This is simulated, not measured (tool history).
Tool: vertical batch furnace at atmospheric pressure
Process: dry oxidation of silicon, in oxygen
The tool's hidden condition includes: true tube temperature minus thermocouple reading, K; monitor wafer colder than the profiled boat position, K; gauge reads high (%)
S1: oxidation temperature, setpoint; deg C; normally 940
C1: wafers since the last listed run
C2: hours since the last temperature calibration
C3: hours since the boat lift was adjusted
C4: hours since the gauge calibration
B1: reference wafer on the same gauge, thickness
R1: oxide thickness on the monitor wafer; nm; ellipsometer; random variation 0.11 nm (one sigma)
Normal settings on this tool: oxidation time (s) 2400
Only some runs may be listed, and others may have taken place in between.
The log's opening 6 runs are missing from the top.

Run 7, day 31.946: usual settings but S1 959 deg C, oxidation time (s) 3300; C1 1422; C2 1423.3; C3 4253.6; C4 2464.6; B1 28.49. Result: R1 35.02 nm.
Run 8, day 34.175: usual settings but S1 951 deg C, oxidation time (s) 2700; C1 846; C2 1476.8; C3 4307.1; C4 2518.1; B1 28.51. Result: R1 28.84 nm.
Run 9, day 37.058: usual settings but S1 951 deg C, oxidation time (s) 2700; C1 1094; C2 1546.0; C3 4376.3; C4 2587.3; B1 28.50. Result: R1 28.91 nm.
Run 10, day 39.258: usual settings; C1 835; C2 1598.8; C3 4429.1; C4 2640.1; B1 28.49. Result: R1 24.28 nm.
Run 11, day 40.842: usual settings; C1 601; C2 1636.8; C3 4467.1; C4 2678.1; B1 28.50. Result: R1 24.19 nm.
Run 12, day 51.050: usual settings; C1 3875; C2 1881.8; C3 4712.1; C4 2923.1; B1 28.53. Result: R1 24.05 nm.
Run 13, day 52.692: usual settings but S1 929 deg C; C1 623; C2 1921.2; C3 4751.5; C4 2962.5; B1 28.50. Result: R1 22.11 nm.
Run 14, day 54.367: usual settings but S1 929 deg C; C1 635; C2 1961.4; C3 4791.7; C4 3002.7; B1 28.48. Result: R1 21.97 nm.
Run 15, day 56.992: usual settings but S1 929 deg C; C1 996; C2 2024.4; C3 4854.7; C4 3065.7; B1 28.48. Result: R1 22.09 nm.
At day 58.279: boat lift adjusted.
Run 16, day 61.354: usual settings; C1 1276; C2 2129.1; C3 73.8; C4 3170.4; B1 28.49. Result: R1 25.34 nm.
At day 62.388: thermocouples replaced and temperature profile calibrated.
Run 17, day 65.500: usual settings; C1 1194; C2 74.7; C3 173.3; C4 3269.9; B1 28.50. Result: R1 24.44 nm.
Run 18, day 67.883: usual settings; C1 904; C2 131.9; C3 230.5; C4 3327.1; B1 28.49. Result: R1 24.70 nm.
Run 19, day 71.967: usual settings but S1 917 deg C, oxidation time (s) 3300; C1 1550; C2 229.9; C3 328.5; C4 3425.1; B1 28.48. Result: R1 24.30 nm.
At day 72.042: gauge calibrated.
Run 20, day 75.946: usual settings but S1 960 deg C, oxidation time (s) 3390; C1 1510; C2 325.4; C3 424.0; C4 93.7; B1 28.54. Result: R1 36.37 nm.
Run 21, day 79.292: usual settings but S1 933 deg C, oxidation time (s) 1830; C1 1270; C2 405.7; C3 504.3; C4 174.0; B1 28.51. Result: R1 19.71 nm.
Run 22, day 83.171: usual settings; C1 1472; C2 498.8; C3 597.4; C4 267.1; B1 28.51. Result: R1 24.46 nm.
Run 23, day 86.871: usual settings but S1 958 deg C; C1 1404; C2 587.6; C3 686.2; C4 355.9; B1 28.49. Result: R1 29.24 nm.
Run 24, day 89.683: usual settings but S1 923 deg C, oxidation time (s) 3180; C1 1067; C2 655.1; C3 753.7; C4 423.4; B1 28.51. Result: R1 24.83 nm.
Run 25, day 92.746: usual settings but S1 918 deg C, oxidation time (s) 1950; C1 1162; C2 728.6; C3 827.2; C4 496.9; B1 28.50. Result: R1 18.03 nm.
Run 26, day 95.725: usual settings but S1 924 deg C, oxidation time (s) 1920; C1 1131; C2 800.1; C3 898.7; C4 568.4; B1 28.52. Result: R1 18.86 nm.

Forecast run 27:
Run 27, day 99.317: usual settings but S1 963 deg C, oxidation time (s) 1620; C1 1363; C2 886.3; C3 984.9; C4 654.6; B1 ?. Result: R1 ?.

Run 27 yielded B1 28.50, R1 24.37 nm.
Take away the tool's hidden state, keep the run-to-run variation as it was, and the same run would have given R1 24.38 nm.
